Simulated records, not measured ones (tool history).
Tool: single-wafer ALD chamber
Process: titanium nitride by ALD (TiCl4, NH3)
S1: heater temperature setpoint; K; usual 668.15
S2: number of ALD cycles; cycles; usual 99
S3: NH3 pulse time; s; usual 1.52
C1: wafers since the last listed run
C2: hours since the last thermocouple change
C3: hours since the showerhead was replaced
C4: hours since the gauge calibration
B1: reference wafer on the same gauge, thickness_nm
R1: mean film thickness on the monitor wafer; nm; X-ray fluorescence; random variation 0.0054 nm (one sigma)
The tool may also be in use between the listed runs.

run    hour      S1   S2    S3   C1     C2      C3      C4     B1     R1
  1       0  668.15   99  1.52    0  602.1  3020.8   800.5  2.061  2.146
  2    40.4  668.15   99  1.52  104  642.5  3061.2   840.9  2.061  2.143
  3    69.5  668.15   99  1.52   75  671.6  3090.3     870  2.061  2.128
  4   101.1  668.15   99  1.52   81  703.2  3121.9   901.6  2.062  2.134
  5   134.7  665.15   99  1.52   87  736.8  3155.5   935.2  2.059  2.133
  6   163.5  663.15   99  1.52   74  765.6  3184.3     964  2.059   2.12
  7   184.7  657.15   99  1.26   54  786.8  3205.5   985.2  2.059  2.065
  8   216.9  657.15   99  1.26   83    819  3237.7  1017.4  2.059  2.068
  9   246.5  664.15   99  1.73   76  848.6  3267.3    1047  2.058  2.157
 10   278.1  664.15   99  1.73   81  880.2  3298.9  1078.6  2.057  2.138
 11   294.4  664.15   99  1.73   42  896.5  3315.2  1094.9  2.059  2.146
 12     328  668.15   99  1.52   87  930.1  3348.8  1128.5  2.056  2.133
      358.1  -- thermocouple changed; heater temperature recalibrated
 13   360.5  668.15   99  1.52   63    2.4  3381.3    1161  2.057  2.139
 14     376  668.15   99  1.52   40   17.9  3396.8  1176.5  2.059  2.136
 15   389.9  668.15   99  1.52   35   31.8  3410.7  1190.4  2.056  2.128
 16   414.8  668.15   99  1.52   64   56.7  3435.6  1215.3  2.057  2.128
      446.7  -- showerhead replaced
 17   455.4  668.15   99  1.52   84   97.3     8.7  1255.9  2.055   2.13
 18   471.8  668.15   99  1.52   42  113.7    25.1  1272.3  2.055  2.133
 19   504.7  668.15   94  2.09   85  146.6      58  1305.2  2.057  2.064
 20   528.9  656.15   84  1.52   62  170.8    82.2  1329.4  2.053  1.788
 21   544.9  668.15   99  1.23   41  186.8    98.2  1345.4  2.057  2.096
 22   573.8  662.15   90  2.09   74  215.7   127.1  1374.3  2.056  1.979
 23   586.6  676.15   99  1.52   33  228.5   139.9  1387.1  2.056   2.15
 24   613.5  668.15   99  2.08   69  255.4   166.8    1414  2.057  2.189
 25   641.2  668.15   99  1.52   71  283.1   194.5  1441.7  2.055  2.124
 26   659.6  668.15   99  1.52   47  301.5   212.9  1460.1  2.055  2.123
 27   675.3  676.15   99  1.52   40  317.2   228.6  1475.8  2.054   2.15
        698  -- gauge calibrated
 28   710.4  668.15   99  1.52   90  352.3   263.7    12.4    2.1   2.17
 29   741.3  657.15  106  1.21   80  383.2   294.6    43.3  2.096  2.246
 30   765.7  668.15  119  1.52   63  407.6     319    67.7  2.094  2.605
 31   785.1  679.15  110  1.52   50    427   338.4    87.1  2.092  2.436
 32   811.1  668.15   99  1.52   67    453   364.4   113.1  2.089  2.169
 33   823.5  660.15   99  1.52   32  465.4   376.8   125.5  2.089  2.144
 34   839.1  654.15   89  2.04   40    481   392.4   141.1  2.085  1.974
 35   860.8  682.15   99  1.13   56  502.7   414.1   162.8  2.085  2.123
 36   885.6  660.15   99  1.78   64  527.5   438.9   187.6  2.081  2.173
 37   916.5  668.15   99  1.52   80  558.4   469.8   218.5  2.081   2.16
 38   942.5  656.15  119  2.12   67  584.4   495.8   244.5  2.077   2.64
 39     977  668.15   99  1.52   89  618.9   530.3     279  2.078  2.155
 40   990.7  680.15   91   1.7   35  632.6     544   292.7  2.077   2.01
 41  1022.2  661.15   99  1.79   81  664.1   575.5   324.2  2.075  2.168

Measured less the same run without the tool's hidden state. The same run-to-run variation is in both; the gauge's scatter may not be:
The hidden state here: wafer temperature above the value expected at the setpoint (K); gauge reads high (%).
run      R1
  1   -0.04
  2  -0.041
  3  -0.041
  4  -0.041
  5  -0.042
  6  -0.042
  7  -0.041
  8  -0.042
  9  -0.044
 10  -0.043
 11  -0.044
 12  -0.045
 13  -0.044
 14  -0.045
 15  -0.045
 16  -0.044
 17  -0.045
 18  -0.045
 19  -0.045
 20  -0.038
 21  -0.045
 22  -0.043
 23  -0.047
 24  -0.048
 25  -0.046
 26  -0.047
 27  -0.047
 28      +0
 29  -0.003
 30  -0.007
 31  -0.009
 32   -0.01
 33  -0.011
 34  -0.012
 35  -0.015
 36  -0.017
 37   -0.02
 38  -0.026
 39  -0.024
 40  -0.023
 41  -0.026
